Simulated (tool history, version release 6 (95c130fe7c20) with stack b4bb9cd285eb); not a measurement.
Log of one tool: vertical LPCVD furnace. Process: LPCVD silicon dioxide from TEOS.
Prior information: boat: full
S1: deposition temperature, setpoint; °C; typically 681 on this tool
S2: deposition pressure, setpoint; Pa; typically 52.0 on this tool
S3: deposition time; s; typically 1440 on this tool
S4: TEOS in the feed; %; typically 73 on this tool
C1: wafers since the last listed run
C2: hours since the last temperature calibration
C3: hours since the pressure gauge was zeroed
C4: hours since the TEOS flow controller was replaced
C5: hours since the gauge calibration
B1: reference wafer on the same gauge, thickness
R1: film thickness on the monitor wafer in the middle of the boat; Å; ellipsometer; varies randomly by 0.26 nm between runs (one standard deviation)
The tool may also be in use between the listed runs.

run 1 hour=0.0 | S1=681 S2=52.0 S3=1440 S4=73 | C1=0 C2=3112.6 C3=1412.8 C4=4531.0 C5=15.1 | B1=143.00 | R1=1511.2
run 2 hour=15.2 | S1=681 S2=52.0 S3=1440 S4=73 | C1=154 C2=3127.8 C3=1428.0 C4=4546.2 C5=30.3 | B1=142.95 | R1=1515.2
run 3 hour=36.2 | S1=681 S2=52.0 S3=1080 S4=73 | C1=213 C2=3148.8 C3=1449.0 C4=4567.2 C5=51.3 | B1=143.02 | R1=1135.1
run 4 hour=61.5 | S1=681 S2=52.0 S3=1080 S4=73 | C1=256 C2=3174.1 C3=1474.3 C4=4592.5 C5=76.6 | B1=143.09 | R1=1139.4
run 5 hour=88.0 | S1=681 S2=52.0 S3=1440 S4=73 | C1=269 C2=3200.6 C3=1500.8 C4=4619.0 C5=103.1 | B1=142.97 | R1=1516.2
-- hour=127.6 thermocouples replaced and temperature profile calibrated
-- hour=137.1 TEOS flow controller replaced
run 6 hour=137.6 | S1=681 S2=57.3 S3=1440 S4=73 | C1=163 C2=10.0 C3=1550.4 C4=0.5 C5=152.7 | B1=142.95 | R1=1471.7
run 7 hour=142.0 | S1=681 S2=57.3 S3=1440 S4=73 | C1=44 C2=14.4 C3=1554.8 C4=4.9 C5=157.1 | B1=143.03 | R1=1476.1
run 8 hour=155.2 | S1=681 S2=52.0 S3=1440 S4=73 | C1=134 C2=27.6 C3=1568.0 C4=18.1 C5=170.3 | B1=142.97 | R1=1402.0
run 9 hour=184.3 | S1=681 S2=52.0 S3=930 S4=73 | C1=295 C2=56.7 C3=1597.1 C4=47.2 C5=199.4 | B1=143.03 | R1=909.1
run 10 hour=200.5 | S1=692 S2=52.0 S3=1620 S4=61 | C1=164 C2=72.9 C3=1613.3 C4=63.4 C5=215.6 | B1=143.02 | R1=1886.5
-- hour=215.5 gauge calibrated
-- hour=252.4 pressure gauge zeroed
run 11 hour=252.9 | S1=681 S2=52.0 S3=1440 S4=73 | C1=288 C2=125.3 C3=0.5 C4=115.8 C5=37.4 | B1=143.05 | R1=1406.9
run 12 hour=257.2 | S1=681 S2=46.7 S3=1440 S4=73 | C1=43 C2=129.6 C3=4.8 C4=120.1 C5=41.7 | B1=142.93 | R1=1335.4
run 13 hour=306.2 | S1=681 S2=52.0 S3=1920 S4=82 | C1=497 C2=178.6 C3=53.8 C4=169.1 C5=90.7 | B1=143.01 | R1=1992.8
run 14 hour=333.5 | S1=672 S2=59.3 S3=1710 S4=85 | C1=277 C2=205.9 C3=81.1 C4=196.4 C5=118.0 | B1=142.95 | R1=1552.9

Exercise: give the hidden state of the tool at every run:
true pressure minus gauge reading, mTorr: 0 across all the runs
deviation of the TEOS flow from its setpoint, %: 0 across all the runs
gauge reads high (%): 0 across all the runs
H1: true tube temperature minus thermocouple reading, K
run=1 H1=3.8
run=2 H1=3.82
run=3 H1=3.85
run=4 H1=3.88
run=5 H1=3.91
run=6 H1=0.657
run=7 H1=0.662
run=8 H1=0.678
run=9 H1=0.712
run=10 H1=0.732
run=11 H1=0.794
run=12 H1=0.799
run=13 H1=0.857
run=14 H1=0.889
